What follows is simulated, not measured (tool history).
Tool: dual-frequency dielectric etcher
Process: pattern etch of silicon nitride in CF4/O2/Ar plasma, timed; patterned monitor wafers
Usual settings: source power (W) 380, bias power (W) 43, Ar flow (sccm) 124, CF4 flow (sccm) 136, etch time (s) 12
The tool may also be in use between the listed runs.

run,hour,source power (W),bias power (W),Ar flow (sccm),CF4 flow (sccm),etch time (s),wafers since the last listed run,hours since the last wet clean,hours since the last source power generator calibration,hours since the last bias power generator calibration,hours since the last Ar flow controller change,hours since the last CF4 flow controller change,hours since the last upper electrode change,hours since the gauge calibration,"read-back reference wafer on the same gauge, depth_nm",mean etch depth across the wafer (angstrom)
1,0,360,43,124,136,12,0,364.7,4358.6,2994.4,4350.5,5909.1,4212.5,697.7,19,173.2
2,43.1,380,43,124,136,12,785,407.8,4401.7,3037.5,4393.6,5952.2,4255.6,740.8,19,176.9
3,75.4,380,43,124,136,12,588,440.1,4434,3069.8,4425.9,5984.5,4287.9,773.1,19,177.6
4,125.5,380,43,124,136,12,912,490.2,4484.1,3119.9,4476,6034.6,4338,823.2,19,177.4
# hour 163.3: wet clean of the chamber
5,163.8,380,43,124,136,12,260,0.5,4522.4,3158.2,4514.3,6072.9,4376.3,861.5,19,177
# hour 199.3: Ar flow controller replaced
6,211.4,380,43,124,136,12,757,48.1,4570,3205.8,12.1,6120.5,4423.9,909.1,19,177.7
# hour 219.4: source power generator calibrated
7,235.4,380,43,124,136,12,364,72.1,16,3229.8,36.1,6144.5,4447.9,933.1,19.01,177.1
8,265,380,43,124,136,12,539,101.7,45.6,3259.4,65.7,6174.1,4477.5,962.7,19,176.6
# hour 318.8: CF4 flow controller replaced
9,328,380,43,124,136,10,1038,164.7,108.6,3322.4,128.7,9.2,4540.5,1025.7,19,147.7
10,360.2,380,43,124,136,12,586,196.9,140.8,3354.6,160.9,41.4,4572.7,1057.9,18.99,177.3
11,384.5,480,53,105,136,10.5,442,221.2,165.1,3378.9,185.2,65.7,4597,1082.2,19.01,192.8
12,450.5,420,43,124,136,12,1202,287.2,231.1,3444.9,251.2,131.7,4663,1148.2,19,185.3
13,489.9,380,43,124,136,12,717,326.6,270.5,3484.3,290.6,171.1,4702.4,1187.6,19,177.9
# hour 532.9: gauge calibrated
# hour 559: upper electrode replaced
14,559.5,340,43,104,136,10,830,396.2,340.1,3553.9,360.2,240.7,0.5,26.6,19.01,145.2
15,612.3,380,43,124,136,12,962,449,392.9,3606.7,413,293.5,53.3,79.4,19.01,177.5
# hour 643.2: bias power generator calibrated
16,647.9,380,43,124,136,12,575,484.6,428.5,4.7,448.6,329.1,88.9,115,19,177.4
17,701.5,380,43,142,136,12,976,538.2,482.1,58.3,502.2,382.7,142.5,168.6,19,174.1
18,741,380,39,141,136,12,719,577.7,521.6,97.8,541.7,422.2,182,208.1,18.99,166.7
# hour 765.4: wet clean of the chamber
19,774.6,430,43,124,136,12,174,9.2,555.2,131.4,575.3,455.8,215.6,241.7,19,187.4
20,834.2,340,43,124,122,12,1085,68.8,614.8,191,634.9,515.4,275.2,301.3,19,168.6
21,900.4,320,43,124,136,15.5,1206,135,681,257.2,701.1,581.6,341.4,367.5,19,213.3

How the hidden state differs across the entries between the runs, from the last listed run before each to the first after it:
Between runs 4 and 5: wet clean of the chamber (hour 163.3)
  no hidden state differs between the two runs
Between runs 5 and 6: Ar flow controller replaced (hour 199.3)
  no hidden state differs between the two runs
Between runs 6 and 7: source power generator calibrated (hour 219.4)
  no hidden state differs between the two runs
Between runs 8 and 9: CF4 flow controller replaced (hour 318.8)
  no hidden state differs between the two runs
Between runs 13 and 14: gauge calibrated (hour 532.9); upper electrode replaced (hour 559)
  no hidden state differs between the two runs
Between runs 15 and 16: bias power generator calibrated (hour 643.2)
  no hidden state differs between the two runs
Between runs 18 and 19: wet clean of the chamber (hour 765.4)
  no hidden state differs between the two runs

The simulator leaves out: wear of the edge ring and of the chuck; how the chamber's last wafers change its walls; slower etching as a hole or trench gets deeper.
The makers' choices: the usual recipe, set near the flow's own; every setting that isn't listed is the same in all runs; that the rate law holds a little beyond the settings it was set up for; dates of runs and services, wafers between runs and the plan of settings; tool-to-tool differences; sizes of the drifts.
